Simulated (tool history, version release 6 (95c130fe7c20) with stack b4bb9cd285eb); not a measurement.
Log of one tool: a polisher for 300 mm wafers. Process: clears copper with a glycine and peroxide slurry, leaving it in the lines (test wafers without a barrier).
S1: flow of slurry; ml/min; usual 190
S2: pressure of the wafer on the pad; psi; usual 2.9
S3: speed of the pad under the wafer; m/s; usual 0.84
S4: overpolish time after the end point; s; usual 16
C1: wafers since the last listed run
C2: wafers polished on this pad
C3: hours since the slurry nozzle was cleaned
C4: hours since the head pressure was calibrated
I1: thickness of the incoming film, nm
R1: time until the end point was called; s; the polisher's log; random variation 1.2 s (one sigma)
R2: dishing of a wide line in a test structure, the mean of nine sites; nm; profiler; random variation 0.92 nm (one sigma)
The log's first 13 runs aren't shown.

Run 14, hour 419.2: usual settings; C1 222; C2 1547; C3 140.5; C4 193.1; I1 404.0. Result: R1 122.5 s, R2 40.2 nm.
At hour 425.2: worn pad replaced by a new one.
Run 15, hour 439.7: usual settings but S1 160 ml/min, S4 19 s; C1 115; C2 101; C3 161.0; C4 213.6; I1 409.1. Result: R1 109.9 s, R2 50.8 nm.
Run 16, hour 465.7: usual settings but S1 150 ml/min, S4 10 s; C1 182; C2 284; C3 187.0; C4 239.6; I1 412.5. Result: R1 112.9 s, R2 28.4 nm.
Run 17, hour 483.1: usual settings but S1 165 ml/min, S4 13 s; C1 121; C2 406; C3 204.4; C4 257.0; I1 403.6. Result: R1 108.8 s, R2 36.2 nm.
Run 18, hour 502.7: usual settings but S2 3.8 psi, S4 21 s; C1 137; C2 543; C3 224.0; C4 276.6; I1 409.7. Result: R1 90.1 s, R2 65.6 nm.
Run 19, hour 521.3: usual settings but S1 235 ml/min, S3 0.96 m/s; C1 130; C2 673; C3 242.6; C4 295.2; I1 405.8. Result: R1 95.0 s, R2 51.8 nm.
Run 20, hour 536.7: usual settings but S1 130 ml/min, S3 0.72 m/s, S4 22 s; C1 107; C2 781; C3 258.0; C4 310.6; I1 396.4. Result: R1 128.3 s, R2 50.8 nm.
Run 21, hour 552.3: usual settings but S1 140 ml/min, S2 2.1 psi, S3 0.60 m/s, S4 20 s; C1 109; C2 891; C3 273.6; C4 326.2; I1 408.5. Result: R1 182.5 s, R2 34.9 nm.
Run 22, hour 568.3: usual settings but S2 3.4 psi, S3 1.00 m/s; C1 112; C2 1003; C3 289.6; C4 342.2; I1 398.3. Result: R1 85.2 s, R2 55.6 nm.
At hour 571.3: slurry nozzle cleaned.
Run 23, hour 593.7: usual settings but S2 3.3 psi; C1 171; C2 1174; C3 22.4; C4 367.6; I1 400.2. Result: R1 103.3 s, R2 44.9 nm.
Run 24, hour 614.7: usual settings but S2 3.7 psi, S3 0.96 m/s, S4 12 s; C1 147; C2 1321; C3 43.4; C4 388.6; I1 407.4. Result: R1 86.8 s, R2 42.6 nm.
Run 25, hour 631.1: usual settings but S2 3.8 psi, S3 0.72 m/s; C1 114; C2 1436; C3 59.8; C4 405.0; I1 403.0. Result: R1 109.1 s, R2 43.8 nm.
Run 26, hour 650.6: usual settings but S1 130 ml/min, S2 3.7 psi, S3 1.00 m/s; C1 136; C2 1573; C3 79.3; C4 424.5; I1 403.2. Result: R1 94.7 s, R2 50.5 nm.
At hour 665.3: worn pad replaced by a new one.
Run 27, hour 682.2: usual settings but S2 3.6 psi, S4 22 s; C1 193; C2 118; C3 110.9; C4 456.1; I1 405.4. Result: R1 90.5 s, R2 67.8 nm.
Run 28, hour 712.9: usual settings but S1 150 ml/min, S2 2.0 psi, S3 0.94 m/s, S4 13 s; C1 215; C2 333; C3 141.6; C4 486.8; I1 403.3. Result: R1 124.8 s, R2 30.5 nm.
Run 29, hour 737.0: usual settings; C1 168; C2 502; C3 165.7; C4 510.9; I1 414.4. Result: R1 107.6 s, R2 45.4 nm.
Run 30, hour 764.5: usual settings but S2 2.5 psi, S3 1.08 m/s, S4 22 s; C1 192; C2 695; C3 193.2; C4 538.4; I1 398.7. Result: R1 94.6 s, R2 60.7 nm.
At hour 845.2: slurry nozzle cleaned.
At hour 862.4: worn pad replaced by a new one.
Run 31, hour 862.9: usual settings but S3 1.00 m/s; C1 654; C2 3; C3 17.7; C4 636.8; I1 412.0. Result: R1 93.7 s, R2 50.9 nm.
Run 32, hour 897.5: usual settings; C1 242; C2 245; C3 52.3; C4 671.4; I1 410.4. Result: R1 105.7 s, R2 45.2 nm.
Run 33, hour 912.2: usual settings; C1 103; C2 348; C3 67.0; C4 686.1; I1 397.8. Result: R1 105.5 s, R2 44.8 nm.

5 ways to go on from here, each from the tool as it stands after run 33. What would each give?
Run A, hour 912.7: usual settings but S2 3.2 psi; C1 3; C2 352; C3 67.5; C4 686.6; I1 406.8. Result: R1 ?, R2 ?.
Run B, hour 912.7: usual settings but S2 1.9 psi, S3 0.76 m/s, S4 13 s; C1 3; C2 352; C3 67.5; C4 686.6; I1 406.8. Result: R1 ?, R2 ?.
Run C, hour 912.7: usual settings but S4 11 s; C1 3; C2 352; C3 67.5; C4 686.6; I1 406.8. Result: R1 ?, R2 ?.
Run D, hour 912.7: usual settings but S1 240 ml/min, S2 2.0 psi, S4 12 s; C1 3; C2 352; C3 67.5; C4 686.6; I1 406.8. Result: R1 ?, R2 ?.
Run E, hour 912.7: usual settings but S1 135 ml/min, S2 3.2 psi, S3 1.00 m/s; C1 3; C2 352; C3 67.5; C4 686.6; I1 406.8. Result: R1 ?, R2 ?.

run     R1    R2
  A   99.7  48.4
  B  148.3  28.0
  C  106.5  32.7
  D  129.9  29.4
  E   91.4  52.0
Without the tool's hidden state the same runs would have given:
run     R1    R2
  A   98.6  48.9
  B  146.8  28.3
  C  105.3  33.0
  D  128.6  29.6
  E   90.4  52.4
